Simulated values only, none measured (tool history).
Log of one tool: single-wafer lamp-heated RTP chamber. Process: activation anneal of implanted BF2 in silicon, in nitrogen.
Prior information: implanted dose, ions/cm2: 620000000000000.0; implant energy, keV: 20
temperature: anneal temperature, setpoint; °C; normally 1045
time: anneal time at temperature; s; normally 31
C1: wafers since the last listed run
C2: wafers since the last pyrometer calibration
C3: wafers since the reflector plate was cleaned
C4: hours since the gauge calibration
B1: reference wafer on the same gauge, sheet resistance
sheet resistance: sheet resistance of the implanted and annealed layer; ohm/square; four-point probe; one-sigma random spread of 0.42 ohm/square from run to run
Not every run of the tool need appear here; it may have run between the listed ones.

Run 1, hour 0.0: usual settings but temperature 1031 °C, time 27 s; C1 0; C2 905; C3 4648; C4 231.7; B1 202.05. Result: sheet resistance 193.47 ohm/square.
Run 2, hour 10.8: usual settings but temperature 1031 °C, time 27 s; C1 136; C2 1041; C3 4785; C4 242.5; B1 201.93. Result: sheet resistance 193.03 ohm/square.
Run 3, hour 26.2: usual settings but temperature 1066 °C; C1 195; C2 1236; C3 4980; C4 257.9; B1 201.71. Result: sheet resistance 181.86 ohm/square.
Run 4, hour 39.2: usual settings but temperature 1066 °C; C1 164; C2 1401; C3 5144; C4 270.9; B1 202.02. Result: sheet resistance 181.91 ohm/square.
Run 5, hour 54.2: usual settings but temperature 1053 °C, time 44 s; C1 190; C2 1591; C3 5334; C4 285.9; B1 202.18. Result: sheet resistance 181.68 ohm/square.
Run 6, hour 67.2: usual settings but temperature 1053 °C, time 44 s; C1 164; C2 1756; C3 5499; C4 298.9; B1 201.85. Result: sheet resistance 181.79 ohm/square.
Run 7, hour 76.4: usual settings but temperature 1053 °C, time 44 s; C1 116; C2 1872; C3 5616; C4 308.1; B1 202.03. Result: sheet resistance 182.51 ohm/square.
Run 8, hour 83.0: usual settings; C1 83; C2 1956; C3 5699; C4 314.7; B1 202.19. Result: sheet resistance 187.29 ohm/square.
At hour 91.7: pyrometer window cleaned and pyrometer calibrated.
Run 9, hour 105.4: usual settings; C1 182; C2 173; C3 5882; C4 337.1; B1 201.99. Result: sheet resistance 187.18 ohm/square.
Run 10, hour 121.8: usual settings; C1 207; C2 380; C3 6090; C4 353.5; B1 202.10. Result: sheet resistance 186.89 ohm/square.
Run 11, hour 138.0: usual settings; C1 205; C2 586; C3 6295; C4 369.7; B1 202.07. Result: sheet resistance 187.90 ohm/square.
At hour 153.4: reflector plate cleaned.
Run 12, hour 153.9: usual settings; C1 100; C2 686; C3 5; C4 385.6; B1 201.97. Result: sheet resistance 186.18 ohm/square.
Run 13, hour 166.0: usual settings but time 26 s; C1 153; C2 839; C3 159; C4 397.7; B1 202.10. Result: sheet resistance 188.05 ohm/square.
At hour 172.9: gauge calibrated.
Run 14, hour 180.4: usual settings but time 26 s; C1 182; C2 1021; C3 341; C4 7.5; B1 201.99. Result: sheet resistance 187.13 ohm/square.
Run 15, hour 190.8: usual settings; C1 131; C2 1153; C3 473; C4 17.9; B1 201.94. Result: sheet resistance 185.26 ohm/square.
Run 16, hour 200.0: usual settings; C1 116; C2 1270; C3 589; C4 27.1; B1 201.85. Result: sheet resistance 185.82 ohm/square.
Run 17, hour 214.6: usual settings; C1 184; C2 1455; C3 774; C4 41.7; B1 202.25. Result: sheet resistance 185.38 ohm/square.
At hour 241.2: reflector plate cleaned, repeated, since the last time left the tool worse.
At hour 250.7: pyrometer window cleaned and pyrometer calibrated.
Run 18, hour 258.7: usual settings; C1 355; C2 101; C3 120; C4 85.8; B1 201.95. Result: sheet resistance 187.52 ohm/square.
Run 19, hour 269.3: usual settings but temperature 1066 °C; C1 134; C2 235; C3 254; C4 96.4; B1 201.96. Result: sheet resistance 183.46 ohm/square.

Run 20 comes next. What will it give?
Run 20, hour 284.4: usual settings but temperature 1057 °C, time 36 s; C1 191; C2 427; C3 446; C4 111.5; B1 ?. Result: sheet resistance ?.

Run 20 measured B1 202.18, sheet resistance 184.14 ohm/square.
On a tool with no hidden condition, and with the same random variation, this run would have come out at sheet resistance 184.43 ohm/square.
